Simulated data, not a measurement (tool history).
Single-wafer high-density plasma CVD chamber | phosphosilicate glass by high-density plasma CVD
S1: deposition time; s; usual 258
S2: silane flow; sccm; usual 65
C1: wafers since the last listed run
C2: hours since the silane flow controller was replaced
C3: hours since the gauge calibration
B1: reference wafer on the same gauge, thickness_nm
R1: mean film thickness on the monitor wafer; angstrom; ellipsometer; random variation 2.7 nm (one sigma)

run	hour	S1	S2	C1	C2	C3	B1	R1
1	0.0	258	65	0	3837.9	151.0	1509.814	18861.75
2	8.7	258	65	77	3846.6	159.7	1509.704	18899.34
3	19.5	258	65	96	3857.4	170.5	1510.306	18882.08
4	28.0	258	65	76	3865.9	179.0	1509.553	18930.91
5	39.6	258	74	103	3877.5	190.6	1510.225	21567.24
6	55.8	258	74	145	3893.7	206.8	1509.367	21535.55
7	67.9	258	74	108	3905.8	218.9	1510.661	21573.62
8	75.5	258	59	68	3913.4	226.5	1509.102	17205.82
9	93.2	258	59	158	3931.1	244.2	1509.961	17176.01
10	102.9	258	65	86	3940.8	253.9	1510.293	18987.07
11	113.1	258	65	91	3951.0	264.1	1509.907	18928.21
12	121.9	258	65	78	3959.8	272.9	1510.293	18984.76
13	133.4	258	65	102	3971.3	284.4	1510.540	18917.11
# hour 138.2: gauge calibrated
14	172.7	258	65	351	4010.6	34.5	1510.191	18952.29
# hour 187.9: silane flow controller replaced
15	188.4	258	65	68	0.5	50.2	1509.993	17745.01
16	190.7	258	61	20	2.8	52.5	1509.962	16660.46
17	199.6	258	61	79	11.7	61.4	1509.492	16648.25
18	212.6	258	74	116	24.7	74.4	1510.171	20243.66
19	224.1	229	52	102	36.2	85.9	1510.195	12641.26
20	240.9	235	54	150	53.0	102.7	1510.157	13432.11
21	252.1	295	52	100	64.2	113.9	1510.009	16248.09
22	269.6	233	65	156	81.7	131.4	1509.971	16023.29
23	285.1	243	75	138	97.2	146.9	1510.728	19293.70
24	292.3	258	65	64	104.4	154.1	1510.483	17804.23
25	301.8	288	58	85	113.9	163.6	1510.013	17697.84
26	317.6	258	65	141	129.7	179.4	1510.139	17802.46
27	330.3	258	65	113	142.4	192.1	1509.291	17774.94
28	353.7	215	70	209	165.8	215.5	1510.732	15954.39
29	361.9	238	65	73	174.0	223.7	1509.939	16373.88
30	372.1	287	60	91	184.2	233.9	1509.617	18243.52
# hour 379.6: gauge calibrated
31	385.6	258	65	120	197.7	6.0	1510.636	17806.36
32	392.0	258	53	57	204.1	12.4	1510.737	14524.79
33	405.4	242	72	119	217.5	25.8	1510.633	18461.35
34	412.3	283	65	61	224.4	32.7	1510.071	19502.91

Some steps in R1 between neighbouring runs. How much of each would the tool show without its hidden state too (settings, what came in, random variation), and how much is left for the hidden state, with any gauge scatter that isn't in both results?
The hidden state here: delivered silane flow above the setpoint (%); gauge reads high (%).
Run 4 -> 5: S2 65 -> 74. R1 +2636.33 angstrom: hidden state +132.59, all else +2503.74.
Run 7 -> 8: S2 74 -> 59. R1 -4367.80 angstrom: hidden state -215.38, all else -4152.42.
Run 14 -> 15: silane flow controller replaced. R1 -1207.28 angstrom: hidden state -1220.14, all else +12.86.
Run 18 -> 19: S1 258 -> 229, S2 74 -> 52. R1 -7602.40 angstrom: hidden state +109.24, all else -7711.64.
Run 32 -> 33: S1 258 -> 242, S2 53 -> 72. R1 +3936.56 angstrom: hidden state -43.08, all else +3979.64.

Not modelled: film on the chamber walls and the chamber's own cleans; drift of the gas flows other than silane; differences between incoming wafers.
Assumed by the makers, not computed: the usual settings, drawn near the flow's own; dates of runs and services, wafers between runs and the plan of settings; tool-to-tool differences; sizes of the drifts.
